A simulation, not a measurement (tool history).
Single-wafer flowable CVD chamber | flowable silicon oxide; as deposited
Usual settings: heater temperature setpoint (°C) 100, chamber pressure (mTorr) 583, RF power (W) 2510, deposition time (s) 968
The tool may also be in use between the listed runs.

| run | hour | heater temperature setpoint (°C) | chamber pressure (mTorr) | RF power (W) | deposition time (s) | wafers since the last listed run | hours since the last thermocouple change | hours since the last RF generator calibration | hours since the last manometer calibration | hours since the showerhead was replaced | hours since the gauge calibration | read-back reference wafer on the same gauge, thickness_nm | mean film thickness on the monitor wafer (Å) |
|---|---|---|---|---|---|---|---|---|---|---|---|---|---|
| 1 | 0 | 100 | 583 | 2285 | 968 | 0 | 1073.6 | 54.3 | 2249.5 | 7294.4 | 321.6 | 352.965 | 4019.65 |
| 2 | 39.3 | 100 | 583 | 2510 | 968 | 112 | 1112.9 | 93.6 | 2288.8 | 7333.7 | 360.9 | 353.043 | 4088.95 |
| 3 | 148.2 | 100 | 583 | 2510 | 968 | 311 | 1221.8 | 202.5 | 2397.7 | 7442.6 | 469.8 | 352.872 | 4073.22 |
| 4 | 184.2 | 100 | 583 | 2510 | 968 | 103 | 1257.8 | 238.5 | 2433.7 | 7478.6 | 505.8 | 353.389 | 4043.46 |
| 5 | 208.9 | 100 | 583 | 2510 | 968 | 70 | 1282.5 | 263.2 | 2458.4 | 7503.3 | 530.5 | 352.854 | 4054.11 |
| 6 | 239 | 100 | 583 | 2510 | 968 | 86 | 1312.6 | 293.3 | 2488.5 | 7533.4 | 560.6 | 353.024 | 4039.83 |
| 7 | 270.7 | 86 | 473 | 2510 | 968 | 90 | 1344.3 | 325 | 2520.2 | 7565.1 | 592.3 | 352.915 | 5112.94 |
|  | 405.6 | thermocouple changed; heater temperature recalibrated |
| 8 | 440.4 | 104 | 583 | 2510 | 968 | 463 | 34.8 | 494.7 | 2689.9 | 7734.8 | 762 | 353.013 | 3644.39 |
|  | 455.1 | showerhead replaced, of another model than before |
| 9 | 489.4 | 100 | 583 | 2510 | 968 | 117 | 83.8 | 543.7 | 2738.9 | 34.3 | 811 | 352.697 | 4106.57 |
|  | 525.5 | capacitance manometer re-zeroed and calibrated |
| 10 | 554.9 | 89 | 583 | 2510 | 801 | 164 | 149.3 | 609.2 | 29.4 | 99.8 | 876.5 | 352.894 | 4802.14 |
| 11 | 610.2 | 95 | 542 | 2775 | 860 | 158 | 204.6 | 664.5 | 84.7 | 155.1 | 931.8 | 353.324 | 4049.12 |
| 12 | 669.1 | 100 | 583 | 2510 | 968 | 168 | 263.5 | 723.4 | 143.6 | 214 | 990.7 | 353.391 | 4127.82 |
| 13 | 721.4 | 88 | 583 | 2510 | 968 | 149 | 315.8 | 775.7 | 195.9 | 266.3 | 1043 | 353.039 | 5980.12 |
| 14 | 773.3 | 100 | 583 | 2510 | 968 | 148 | 367.7 | 827.6 | 247.8 | 318.2 | 1094.9 | 353.059 | 4096.66 |
| 15 | 798.7 | 94 | 583 | 2140 | 968 | 72 | 393.1 | 853 | 273.2 | 343.6 | 1120.3 | 353.112 | 4894.26 |
|  | 809 | gauge calibrated |
| 16 | 870.6 | 92 | 583 | 2295 | 1161 | 205 | 465 | 924.9 | 345.1 | 415.5 | 61.6 | 353.011 | 6246.26 |
|  | 949.1 | RF generator calibrated |
| 17 | 949.6 | 100 | 583 | 2510 | 968 | 203 | 544 | 0.5 | 424.1 | 494.5 | 140.6 | 353.044 | 4108.83 |
| 18 | 993.5 | 88 | 583 | 2155 | 968 | 125 | 587.9 | 44.4 | 468 | 538.4 | 184.5 | 353.068 | 5917.55 |
| 19 | 1039.7 | 91 | 485 | 2320 | 1056 | 132 | 634.1 | 90.6 | 514.2 | 584.6 | 230.7 | 353.308 | 5124.05 |
| 20 | 1095.2 | 87 | 484 | 2215 | 782 | 158 | 689.6 | 146.1 | 569.7 | 640.1 | 286.2 | 352.946 | 4262.81 |
| 21 | 1122.1 | 96 | 583 | 2510 | 968 | 77 | 716.5 | 173 | 596.6 | 667 | 313.1 | 352.88 | 4620.15 |
| 22 | 1185.3 | 100 | 707 | 2510 | 1126 | 180 | 779.7 | 236.2 | 659.8 | 730.2 | 376.3 | 353.089 | 5531.89 |
| 23 | 1224.6 | 89 | 694 | 2510 | 1089 | 112 | 819 | 275.5 | 699.1 | 769.5 | 415.6 | 352.914 | 7534.85 |
| 24 | 1253.2 | 100 | 583 | 2510 | 968 | 81 | 847.6 | 304.1 | 727.7 | 798.1 | 444.2 | 353.104 | 4072.14 |
| 25 | 1285 | 100 | 493 | 2510 | 968 | 91 | 879.4 | 335.9 | 759.5 | 829.9 | 476 | 353.217 | 3578.55 |
| 26 | 1316.3 | 88 | 646 | 2510 | 968 | 89 | 910.7 | 367.2 | 790.8 | 861.2 | 507.3 | 353.131 | 6519.25 |
| 27 | 1368.5 | 100 | 583 | 2920 | 968 | 149 | 962.9 | 419.4 | 843 | 913.4 | 559.5 | 352.63 | 4122.71 |

Measured less the same run without the tool's hidden state. The same run-to-run variation is in both; the gauge's scatter may not be:
The hidden state here: wafer temperature above the value expected at the setpoint (K); delivered RF power above the setpoint (%); true pressure above the setpoint (%); gauge reads high (%).
| run | mean film thickness on the monitor wafer (Å) |
|---|---|
| 1 | -91.48 |
| 2 | -93.97 |
| 3 | -95.84 |
| 4 | -95.78 |
| 5 | -96.45 |
| 6 | -96.59 |
| 7 | -106.33 |
| 8 | -4.31 |
| 9 | -12.42 |
| 10 | -21.36 |
| 11 | -26.94 |
| 12 | -34.97 |
| 13 | -49.99 |
| 14 | -44.7 |
| 15 | -54.47 |
| 16 | -78.66 |
| 17 | -58.04 |
| 18 | -74.95 |
| 19 | -78.06 |
| 20 | -59.15 |
| 21 | -73.03 |
| 22 | -94.59 |
| 23 | -112.25 |
| 24 | -72.26 |
| 25 | -64.49 |
| 26 | -102.07 |
| 27 | -77 |
